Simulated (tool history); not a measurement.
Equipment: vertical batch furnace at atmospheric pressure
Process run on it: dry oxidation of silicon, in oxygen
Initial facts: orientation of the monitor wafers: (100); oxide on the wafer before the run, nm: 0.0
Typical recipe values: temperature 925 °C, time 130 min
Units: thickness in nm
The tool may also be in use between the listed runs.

| run | day | temperature | time | read-back reference wafer on the same gauge, thickness | thickness |
|---|---|---|---|---|---|
| 1 | 0 | 935 | 130 | 38.37 | 40.82 |
| 2 | 3.371 | 935 | 130 | 38.26 | 40.91 |
| 3 | 5.904 | 935 | 130 | 38.32 | 40.61 |
| 4 | 7.471 | 917 | 130 | 38.31 | 33.84 |
| 5 | 9.879 | 917 | 130 | 38.26 | 33.91 |
| 6 | 11.871 | 917 | 130 | 38.3 | 33.87 |
| 7 | 14.258 | 925 | 78.5 | 38.31 | 26.17 |
| 8 | 17.204 | 925 | 78.5 | 38.31 | 26.25 |
| 9 | 20.138 | 925 | 78.5 | 38.29 | 25.88 |
| 10 | 21.758 | 925 | 130 | 38.27 | 37.26 |
| 11 | 23.942 | 925 | 130 | 38.34 | 37.14 |
| 12 | 28.258 | 925 | 130 | 38.33 | 37.11 |
| 13 | 30.088 | 925 | 85.5 | 38.28 | 27.88 |
| 14 | 32.871 | 925 | 85.5 | 38.28 | 27.54 |
| 15 | 37.033 | 925 | 85.5 | 38.35 | 27.82 |
| 16 | 38.804 | 925 | 130 | 38.36 | 37.32 |
| 17 | 42.483 | 925 | 130 | 38.25 | 37.32 |
| 18 | 45.854 | 925 | 130 | 38.33 | 37.08 |
| 19 | 49.35 | 919 | 130 | 38.33 | 35.12 |
| 20 | 51.254 | 908 | 165.5 | 38.32 | 37.3 |
| 21 | 53.967 | 925 | 130 | 38.31 | 37.57 |
| 22 | 57.233 | 925 | 150 | 38.33 | 41.72 |
| 23 | 61.475 | 914 | 130 | 38.27 | 33.33 |
| 24 | 65.021 | 942 | 185.5 | 38.33 | 58 |
| 25 | 69.517 | 925 | 130 | 38.3 | 37.32 |
| 26 | 71.746 | 925 | 130 | 38.28 | 37.4 |
| 27 | 74.208 | 905 | 98 | 38.29 | 25.01 |
|  | 77.096 | boat lift adjusted |
| 28 | 77.508 | 925 | 130 | 38.29 | 37.26 |
|  | 79.067 | thermocouples replaced and temperature profile calibrated |
| 29 | 80.462 | 911 | 153.5 | 38.33 | 37 |
|  | 81.229 | gauge calibrated |
| 30 | 84.525 | 903 | 130 | 38.29 | 30.53 |
| 31 | 94.867 | 925 | 130 | 38.3 | 38.88 |
| 32 | 98.6 | 938 | 67 | 38.29 | 27.9 |
|  | 100.525 | thermocouples replaced and temperature profile calibrated, repeated, since the last time left the tool worse |
| 33 | 101.283 | 925 | 66 | 38.27 | 22.65 |
| 34 | 105.775 | 938 | 130 | 38.27 | 41.69 |
| 35 | 109.429 | 939 | 183.5 | 38.29 | 55.02 |
| 36 | 113.525 | 901 | 130 | 38.32 | 28.43 |
| 37 | 115.833 | 912 | 130 | 38.35 | 31.97 |
| 38 | 120.179 | 906 | 75 | 38.36 | 20.96 |
| 39 | 122.246 | 900 | 110 | 38.36 | 25.49 |
| 40 | 125.212 | 925 | 130 | 38.24 | 36.8 |

Give the tool's hidden conditions for every run:
monitor wafer colder than the profiled boat position, K: 0 in every run
gauge reads high (%): 0 in every run
H1: true tube temperature minus thermocouple reading, K
| run | H1 |
|---|---|
| 1 | 1.56 |
| 2 | 1.74 |
| 3 | 1.86 |
| 4 | 1.93 |
| 5 | 2.03 |
| 6 | 2.11 |
| 7 | 2.2 |
| 8 | 2.3 |
| 9 | 2.39 |
| 10 | 2.44 |
| 11 | 2.5 |
| 12 | 2.61 |
| 13 | 2.65 |
| 14 | 2.71 |
| 15 | 2.79 |
| 16 | 2.82 |
| 17 | 2.88 |
| 18 | 2.93 |
| 19 | 2.98 |
| 20 | 3 |
| 21 | 3.03 |
| 22 | 3.07 |
| 23 | 3.11 |
| 24 | 3.14 |
| 25 | 3.17 |
| 26 | 3.19 |
| 27 | 3.2 |
| 28 | 3.22 |
| 29 | 5.15 |
| 30 | 5.49 |
| 31 | 6.2 |
| 32 | 6.4 |
| 33 | 0.447 |
| 34 | 0.83 |
| 35 | 1.11 |
| 36 | 1.38 |
| 37 | 1.53 |
| 38 | 1.77 |
| 39 | 1.87 |
| 40 | 2.01 |

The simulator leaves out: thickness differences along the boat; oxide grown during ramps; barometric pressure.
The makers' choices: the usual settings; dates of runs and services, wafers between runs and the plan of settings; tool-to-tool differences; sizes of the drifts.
